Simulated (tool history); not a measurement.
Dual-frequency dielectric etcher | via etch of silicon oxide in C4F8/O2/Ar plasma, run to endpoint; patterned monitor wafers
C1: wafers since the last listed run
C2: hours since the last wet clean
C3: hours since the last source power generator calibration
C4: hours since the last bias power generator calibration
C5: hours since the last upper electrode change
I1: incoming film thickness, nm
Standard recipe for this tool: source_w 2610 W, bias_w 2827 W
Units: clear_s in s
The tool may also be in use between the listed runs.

Run 1, hour 0.0: usual settings; C1 0; C2 340.9; C3 2965.5; C4 3747.7; C5 4869.6; I1 1938.1. Result: clear_s 293.5 s.
Run 2, hour 6.2: usual settings; C1 18; C2 347.1; C3 2971.7; C4 3753.9; C5 4875.8; I1 1937.9. Result: clear_s 289.8 s.
Run 3, hour 22.3: usual settings; C1 48; C2 363.2; C3 2987.8; C4 3770.0; C5 4891.9; I1 1928.0. Result: clear_s 285.7 s.
Run 4, hour 38.0: usual settings; C1 46; C2 378.9; C3 3003.5; C4 3785.7; C5 4907.6; I1 1942.4. Result: clear_s 289.9 s.
Run 5, hour 50.3: usual settings; C1 36; C2 391.2; C3 3015.8; C4 3798.0; C5 4919.9; I1 1943.9. Result: clear_s 290.3 s.
Run 6, hour 57.1: usual settings; C1 20; C2 398.0; C3 3022.6; C4 3804.8; C5 4926.7; I1 1959.1. Result: clear_s 293.1 s.
Run 7, hour 72.7: usual settings; C1 46; C2 413.6; C3 3038.2; C4 3820.4; C5 4942.3; I1 1959.6. Result: clear_s 290.2 s.
Run 8, hour 89.2: usual settings; C1 49; C2 430.1; C3 3054.7; C4 3836.9; C5 4958.8; I1 1955.2. Result: clear_s 290.3 s.
Run 9, hour 103.2: usual settings; C1 41; C2 444.1; C3 3068.7; C4 3850.9; C5 4972.8; I1 1950.3. Result: clear_s 291.9 s.
Run 10, hour 114.7: usual settings; C1 34; C2 455.6; C3 3080.2; C4 3862.4; C5 4984.3; I1 1937.0. Result: clear_s 288.5 s.
Run 11, hour 132.3: usual settings; C1 52; C2 473.2; C3 3097.8; C4 3880.0; C5 5001.9; I1 1945.2. Result: clear_s 289.0 s.
Run 12, hour 143.7: usual settings; C1 34; C2 484.6; C3 3109.2; C4 3891.4; C5 5013.3; I1 1939.2. Result: clear_s 288.8 s.
At hour 158.9: bias power generator calibrated.
At hour 179.4: upper electrode replaced.
Run 13, hour 179.9: usual settings but bias_w 3229 W; C1 35; C2 520.8; C3 3145.4; C4 21.0; C5 0.5; I1 1956.2. Result: clear_s 279.0 s.
Run 14, hour 180.3: usual settings but bias_w 3229 W; C1 1; C2 521.2; C3 3145.8; C4 21.4; C5 0.9; I1 1933.0. Result: clear_s 279.8 s.
Run 15, hour 180.7: usual settings but bias_w 3229 W; C1 1; C2 521.6; C3 3146.2; C4 21.8; C5 1.3; I1 1932.3. Result: clear_s 278.1 s.
Run 16, hour 192.4: usual settings but source_w 2120 W; C1 34; C2 533.3; C3 3157.9; C4 33.5; C5 13.0; I1 1956.8. Result: clear_s 309.2 s.
Run 17, hour 205.8: usual settings but source_w 2060 W, bias_w 3523 W; C1 40; C2 546.7; C3 3171.3; C4 46.9; C5 26.4; I1 1956.2. Result: clear_s 293.7 s.
Run 18, hour 212.9: usual settings but source_w 3160 W, bias_w 3179 W; C1 21; C2 553.8; C3 3178.4; C4 54.0; C5 33.5; I1 1948.5. Result: clear_s 264.4 s.
Run 19, hour 226.0: usual settings; C1 39; C2 566.9; C3 3191.5; C4 67.1; C5 46.6; I1 1930.1. Result: clear_s 284.2 s.
Run 20, hour 232.8: usual settings but bias_w 2494 W; C1 20; C2 573.7; C3 3198.3; C4 73.9; C5 53.4; I1 1951.1. Result: clear_s 298.8 s.
Run 21, hour 242.4: usual settings but source_w 2880 W, bias_w 3302 W; C1 28; C2 583.3; C3 3207.9; C4 83.5; C5 63.0; I1 1952.3. Result: clear_s 269.7 s.
Run 22, hour 255.3: usual settings; C1 38; C2 596.2; C3 3220.8; C4 96.4; C5 75.9; I1 1945.3. Result: clear_s 288.4 s.
At hour 292.2: wet clean of the chamber.
Run 23, hour 292.7: usual settings but source_w 2280 W; C1 40; C2 0.5; C3 3258.2; C4 133.8; C5 113.3; I1 1943.7. Result: clear_s 312.3 s.
Run 24, hour 293.1: usual settings but bias_w 3326 W; C1 1; C2 0.9; C3 3258.6; C4 134.2; C5 113.7; I1 1938.6. Result: clear_s 291.0 s.
At hour 302.9: source power generator calibrated.
Run 25, hour 303.4: usual settings but source_w 2220 W, bias_w 3133 W; C1 18; C2 11.2; C3 0.5; C4 144.5; C5 124.0; I1 1947.4. Result: clear_s 308.2 s.
Run 26, hour 312.1: usual settings but bias_w 3299 W; C1 25; C2 19.9; C3 9.2; C4 153.2; C5 132.7; I1 1939.6. Result: clear_s 286.8 s.
Run 27, hour 327.4: usual settings but bias_w 3263 W; C1 45; C2 35.2; C3 24.5; C4 168.5; C5 148.0; I1 1935.5. Result: clear_s 287.0 s.
Run 28, hour 339.7: usual settings but bias_w 3356 W; C1 36; C2 47.5; C3 36.8; C4 180.8; C5 160.3; I1 1934.9. Result: clear_s 287.0 s.
Run 29, hour 350.3: usual settings; C1 31; C2 58.1; C3 47.4; C4 191.4; C5 170.9; I1 1941.1. Result: clear_s 300.8 s.
Run 30, hour 359.6: usual settings; C1 27; C2 67.4; C3 56.7; C4 200.7; C5 180.2; I1 1935.6. Result: clear_s 297.5 s.
Run 31, hour 376.4: usual settings but bias_w 3269 W; C1 50; C2 84.2; C3 73.5; C4 217.5; C5 197.0; I1 1971.4. Result: clear_s 290.3 s.
Run 32, hour 385.1: usual settings but source_w 2970 W, bias_w 3119 W; C1 25; C2 92.9; C3 82.2; C4 226.2; C5 205.7; I1 1947.5. Result: clear_s 281.0 s.
Run 33, hour 397.2: usual settings; C1 36; C2 105.0; C3 94.3; C4 238.3; C5 217.8; I1 1939.5. Result: clear_s 300.1 s.
Run 34, hour 446.3: usual settings but source_w 2010 W, bias_w 2259 W; C1 146; C2 154.1; C3 143.4; C4 287.4; C5 266.9; I1 1937.1. Result: clear_s 334.9 s.
Run 35, hour 452.5: usual settings but source_w 2310 W, bias_w 2404 W; C1 18; C2 160.3; C3 149.6; C4 293.6; C5 273.1; I1 1951.7. Result: clear_s 321.4 s.

Consider 4 possible next runs. They are alternatives, not a sequence: every one starts from the tool as it was left by run 35. What does each give?
Run A, hour 453.0: usual settings but source_w 3100 W; C1 1; C2 160.8; C3 150.1; C4 294.1; C5 273.6; I1 1940.7. Result: clear_s ?.
Run B, hour 453.0: usual settings but source_w 2830 W, bias_w 2256 W; C1 1; C2 160.8; C3 150.1; C4 294.1; C5 273.6; I1 1940.7. Result: clear_s ?.
Run C, hour 453.0: usual settings but source_w 2150 W; C1 1; C2 160.8; C3 150.1; C4 294.1; C5 273.6; I1 1940.7. Result: clear_s ?.
Run D, hour 453.0: usual settings but source_w 3020 W, bias_w 2526 W; C1 1; C2 160.8; C3 150.1; C4 294.1; C5 273.6; I1 1940.7. Result: clear_s ?.

run  clear_s
  A    281.9
  B    304.0
  C    313.4
  D    291.2
With the hidden condition removed and each run's random variation left untouched, the same runs would have given:
run  clear_s
  A    284.0
  B    306.2
  C    315.7
  D    293.3
